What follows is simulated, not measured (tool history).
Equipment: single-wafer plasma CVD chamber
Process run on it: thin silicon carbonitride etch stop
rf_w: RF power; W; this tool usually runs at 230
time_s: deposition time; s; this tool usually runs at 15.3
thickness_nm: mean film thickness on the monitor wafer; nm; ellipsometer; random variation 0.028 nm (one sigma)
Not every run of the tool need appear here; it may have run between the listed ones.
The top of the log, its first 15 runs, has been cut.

| run | hour | rf_w | time_s | read-back reference wafer on the same gauge, thickness_nm | thickness_nm |
|---|---|---|---|---|---|
|  | 891.9 | thermocouple changed; heater temperature recalibrated |
| 16 | 892.4 | 230 | 15.3 | 7.651 | 9.053 |
| 17 | 935.3 | 230 | 15.3 | 7.649 | 9.112 |
| 18 | 968.1 | 230 | 15.3 | 7.649 | 9.056 |
| 19 | 1005.7 | 250 | 17.2 | 7.653 | 10.369 |
| 20 | 1045.2 | 230 | 15.3 | 7.652 | 9.001 |
| 21 | 1082.2 | 230 | 15.3 | 7.648 | 9.103 |
| 22 | 1125.6 | 185 | 16.8 | 7.652 | 9.493 |
| 23 | 1153.6 | 260 | 13.8 | 7.650 | 8.340 |
|  | 1199.4 | gauge calibrated |
| 24 | 1223.1 | 230 | 15.3 | 7.648 | 8.948 |
| 25 | 1266.9 | 230 | 14.0 | 7.652 | 8.269 |
| 26 | 1376.7 | 230 | 15.3 | 7.651 | 9.051 |
| 27 | 1439.5 | 255 | 12.9 | 7.656 | 7.712 |
| 28 | 1505.0 | 190 | 13.2 | 7.649 | 7.407 |
| 29 | 1545.3 | 230 | 13.1 | 7.648 | 7.642 |
|  | 1585.6 | showerhead replaced |
|  | 1585.9 | RF generator calibrated |
| 30 | 1601.5 | 255 | 17.5 | 7.649 | 10.582 |
| 31 | 1651.7 | 230 | 15.3 | 7.654 | 9.104 |
| 32 | 1825.2 | 260 | 14.0 | 7.651 | 8.548 |
| 33 | 1869.3 | 230 | 12.6 | 7.656 | 7.503 |
| 34 | 1926.8 | 250 | 13.7 | 7.646 | 8.269 |
| 35 | 2050.2 | 260 | 14.3 | 7.651 | 8.695 |
| 36 | 2099.5 | 210 | 17.8 | 7.650 | 10.357 |

Forecast each of these 3 alternatives for the next run:
| A | 2099.9 | 230 | 16.7 | ? | ? |
| B | 2099.9 | 190 | 12.7 | ? | ? |
| C | 2099.9 | 190 | 13.1 | ? | ? |

| run | read-back reference wafer on the same gauge, thickness_nm | thickness_nm |
|---|---|---|
| A | 7.650 | 9.884 |
| B | 7.650 | 7.242 |
| C | 7.650 | 7.470 |
Without the tool's unlogged condition, the same runs would have read:
| run | thickness_nm |
|---|---|
| A | 9.918 |
| B | 7.267 |
| C | 7.496 |

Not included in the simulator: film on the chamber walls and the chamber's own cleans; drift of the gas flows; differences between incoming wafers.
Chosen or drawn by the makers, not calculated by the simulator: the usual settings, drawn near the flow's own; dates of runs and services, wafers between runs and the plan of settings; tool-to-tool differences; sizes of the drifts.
